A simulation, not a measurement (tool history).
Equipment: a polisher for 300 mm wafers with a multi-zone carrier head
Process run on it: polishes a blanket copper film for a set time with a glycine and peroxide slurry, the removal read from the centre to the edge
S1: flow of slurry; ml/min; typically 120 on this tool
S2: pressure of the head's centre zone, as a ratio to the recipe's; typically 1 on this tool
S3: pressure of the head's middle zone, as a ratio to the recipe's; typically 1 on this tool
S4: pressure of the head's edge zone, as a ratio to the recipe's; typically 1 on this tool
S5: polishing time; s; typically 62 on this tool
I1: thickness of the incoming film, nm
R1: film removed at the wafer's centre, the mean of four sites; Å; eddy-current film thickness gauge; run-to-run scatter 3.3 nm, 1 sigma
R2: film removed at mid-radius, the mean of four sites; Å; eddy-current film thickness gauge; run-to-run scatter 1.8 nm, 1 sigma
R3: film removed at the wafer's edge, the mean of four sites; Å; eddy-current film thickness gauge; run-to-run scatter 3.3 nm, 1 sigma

run,hour,S1,S2,S3,S4,S5,I1,R1,R2,R3
1,0,120,1,1,0.93,62,2150.4,2041,2097,2076
# hour 7.8: carrier head's membrane replaced by a new one
2,10.8,120,1,1,1,62,2188.6,2006,2091,2062
3,19.9,120,1,1,1,62,2202,2008,2104,2076
# hour 26.9: worn pad replaced by a new one
4,39.2,120,1.06,1,1,62,2183,2209,2093,2086
5,56.9,140,1,1,1,62,2205.6,2106,2153,2133
# hour 61.3: slurry nozzle cleaned
6,63.9,95,1,1.05,1.09,62,2176.6,2193,2228,2229
7,79.1,120,0.92,0.96,1,62,2171.5,2062,2160,2158
8,95.9,105,1,1,1,62,2131.7,2155,2188,2108
9,109,120,1,0.96,1,76,2168.6,2610,2661,2651
10,119.3,145,0.89,1,1,62,2209.7,2010,2269,2212
11,130.3,120,1.09,1,1.1,62,2159.1,2353,2183,2207
# hour 136.6: worn pad replaced by a new one
12,138.3,120,1.07,1.04,1,62,2124.9,2292,2219,2128
13,150.4,120,0.95,1,1.12,62,2139.1,2041,2179,2259
14,165.9,100,1,0.95,1,62,2174.8,2013,1993,2063
15,173.1,120,1,1,1,62,2207.3,2074,2127,2113
16,180.5,120,1,1,1,62,2193.5,2102,2107,2120
17,195.3,120,0.93,1.06,0.92,76,2174.8,2382,2628,2516
18,205.7,145,1,1,1.08,62,2177.6,2218,2152,2290
19,222.6,140,1,0.96,1.09,41,2158.7,1397,1392,1502
# hour 238.8: worn pad replaced by a new one
20,239.5,145,1.12,1,1,71,2160,2742,2504,2457
21,253.5,95,1.06,0.96,1,48,2158.5,1583,1506,1549
22,263.6,120,1,1,1,53,2177.2,1759,1783,1778

Branching from run 22: 4 alternative next runs. What would each branch give?
A,264,120,1,1,1,62,2140.4,?,?,?
B,264,90,1.03,1,1.1,53,2140.4,?,?,?
C,264,120,1,0.94,1,81,2140.4,?,?,?
D,264,100,0.89,1,1,62,2140.4,?,?,?

run,R1,R2,R3
A,2069,2071,2093
B,1670,1644,1789
C,2703,2619,2736
D,1743,1979,2032
Had the tool no hidden state, the same runs would have come out as:
run,R1,R2,R3
A,2310,2278,2232
B,1912,1845,1927
C,3018,2880,2918
D,1977,2204,2181
